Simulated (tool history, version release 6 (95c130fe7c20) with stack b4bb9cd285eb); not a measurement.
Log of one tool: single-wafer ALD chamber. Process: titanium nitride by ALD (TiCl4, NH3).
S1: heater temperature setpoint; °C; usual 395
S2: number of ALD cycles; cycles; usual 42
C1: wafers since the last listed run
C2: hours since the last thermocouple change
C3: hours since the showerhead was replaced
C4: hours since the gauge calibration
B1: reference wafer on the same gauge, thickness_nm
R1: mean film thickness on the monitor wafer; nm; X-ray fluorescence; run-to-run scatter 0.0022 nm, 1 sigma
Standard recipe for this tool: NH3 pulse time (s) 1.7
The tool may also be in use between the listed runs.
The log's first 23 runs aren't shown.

{"hour": 283.5, "done": "gauge calibrated"}
{"run": 24, "hour": 284.4, "S1": 409, "S2": 46, "NH3 pulse time (s)": 2.37, "C1": 95, "C2": 22.2, "C3": 26.2, "C4": 0.9, "B1": 0.996, "R1": 0.964}
{"run": 25, "hour": 294.3, "S1": 395, "S2": 42, "NH3 pulse time (s)": 1.7, "C1": 56, "C2": 32.1, "C3": 36.1, "C4": 10.8, "B1": 0.997, "R1": 0.866}
{"run": 26, "hour": 305.5, "S1": 395, "S2": 46, "NH3 pulse time (s)": 1.7, "C1": 63, "C2": 43.3, "C3": 47.3, "C4": 22, "B1": 0.998, "R1": 0.946}
{"run": 27, "hour": 315.0, "S1": 406, "S2": 42, "NH3 pulse time (s)": 1.7, "C1": 54, "C2": 52.8, "C3": 56.8, "C4": 31.5, "B1": 0.999, "R1": 0.876}
{"run": 28, "hour": 324.4, "S1": 395, "S2": 42, "NH3 pulse time (s)": 2.01, "C1": 53, "C2": 62.2, "C3": 66.2, "C4": 40.9, "B1": 1.001, "R1": 0.874}
{"run": 29, "hour": 331.8, "S1": 395, "S2": 42, "NH3 pulse time (s)": 1.7, "C1": 42, "C2": 69.6, "C3": 73.6, "C4": 48.3, "B1": 1.001, "R1": 0.865}
{"run": 30, "hour": 340.6, "S1": 395, "S2": 42, "NH3 pulse time (s)": 1.7, "C1": 50, "C2": 78.4, "C3": 82.4, "C4": 57.1, "B1": 1.002, "R1": 0.867}
{"run": 31, "hour": 390.4, "S1": 395, "S2": 42, "NH3 pulse time (s)": 1.7, "C1": 283, "C2": 128.2, "C3": 132.2, "C4": 106.9, "B1": 1.005, "R1": 0.867}
{"run": 32, "hour": 398.1, "S1": 395, "S2": 38, "NH3 pulse time (s)": 1.7, "C1": 43, "C2": 135.9, "C3": 139.9, "C4": 114.6, "B1": 1.006, "R1": 0.785}

Estimate the outcome of run 33 from the log above:
{"run": 33, "hour": 440.7, "S1": 400, "S2": 48, "NH3 pulse time (s)": 1.7, "C1": 242, "C2": 178.5, "C3": 182.5, "C4": 157.2, "B1": "?", "R1": "?"}

B1: 1.006
R1: 1.001 nm
Were there no unlogged condition in the tool, this run, its random variation unchanged, would have produced R1 0.991 nm.
